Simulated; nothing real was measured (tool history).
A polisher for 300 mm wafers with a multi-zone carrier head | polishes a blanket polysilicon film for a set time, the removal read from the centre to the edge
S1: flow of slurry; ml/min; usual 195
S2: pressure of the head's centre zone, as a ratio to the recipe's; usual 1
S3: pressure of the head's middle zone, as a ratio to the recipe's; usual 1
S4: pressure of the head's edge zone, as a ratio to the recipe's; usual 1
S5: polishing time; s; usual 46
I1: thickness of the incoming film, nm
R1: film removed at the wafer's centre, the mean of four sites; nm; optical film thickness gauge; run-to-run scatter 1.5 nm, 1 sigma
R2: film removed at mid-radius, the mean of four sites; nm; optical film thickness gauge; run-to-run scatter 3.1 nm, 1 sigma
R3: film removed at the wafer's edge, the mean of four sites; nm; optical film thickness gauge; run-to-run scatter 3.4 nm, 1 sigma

| run | hour | S1 | S2 | S3 | S4 | S5 | I1 | R1 | R2 | R3 |
|---|---|---|---|---|---|---|---|---|---|---|
| 1 | 0 | 195 | 1 | 1 | 1 | 41 | 2260.7 | 216 | 222 | 218.3 |
|  | 34.5 | worn pad replaced by a new one |
| 2 | 37.5 | 195 | 1 | 1 | 1 | 41 | 2261.1 | 217 | 222.3 | 212.5 |
| 3 | 93.7 | 195 | 1 | 1 | 1 | 46 | 2269.8 | 241.1 | 242.9 | 238.1 |
|  | 130.7 | carrier head's membrane replaced by a new one |
| 4 | 149.1 | 195 | 1 | 1 | 1 | 46 | 2292 | 238.6 | 247 | 237.7 |
| 5 | 198.2 | 195 | 1 | 1 | 1 | 46 | 2276.5 | 241.6 | 246.6 | 237.5 |
| 6 | 237 | 195 | 1 | 1 | 1 | 46 | 2269.4 | 239.9 | 250.2 | 240.2 |
|  | 282.5 | worn pad replaced by a new one |
| 7 | 300.9 | 195 | 0.91 | 1 | 1 | 46 | 2234.4 | 224.7 | 246.8 | 234.1 |
|  | 327 | edge zone pressure recalibrated |
| 8 | 360.5 | 195 | 1 | 1 | 1 | 46 | 2260.3 | 237.7 | 246.3 | 239.1 |
| 9 | 412.3 | 255 | 1.11 | 1 | 1 | 46 | 2226.2 | 266.7 | 254.2 | 243.9 |
| 10 | 465.6 | 195 | 1 | 1 | 1 | 46 | 2232 | 238.3 | 252.6 | 236.2 |
| 11 | 493.1 | 195 | 1 | 1 | 1 | 46 | 2262.1 | 239.3 | 243.8 | 243.5 |
|  | 513.7 | centre zone pressure recalibrated |
| 12 | 561.3 | 195 | 1 | 1 | 0.89 | 46 | 2249.6 | 244.2 | 248.7 | 232.8 |
|  | 577.4 | worn pad replaced by a new one |
|  | 601 | slurry nozzle cleaned |
| 13 | 632.9 | 195 | 1.07 | 1.12 | 1 | 46 | 2226.4 | 253.9 | 281 | 241.2 |
|  | 668.2 | carrier head's membrane replaced by a new one |
| 14 | 672.1 | 195 | 1 | 1 | 1 | 46 | 2241.8 | 241.2 | 245.8 | 243.3 |

The next listed run, before its measurement:
| 15 | 729.2 | 195 | 1 | 1 | 1 | 46 | 2281.3 | ? | ? | ? |

Run 15 measured R1 238.7 nm, R2 239.6 nm, R3 240.7 nm.
Were there no unlogged condition in the tool, this run, its random variation unchanged, would have produced R1 245.3 nm, R2 239.5 nm, R3 240.7 nm.
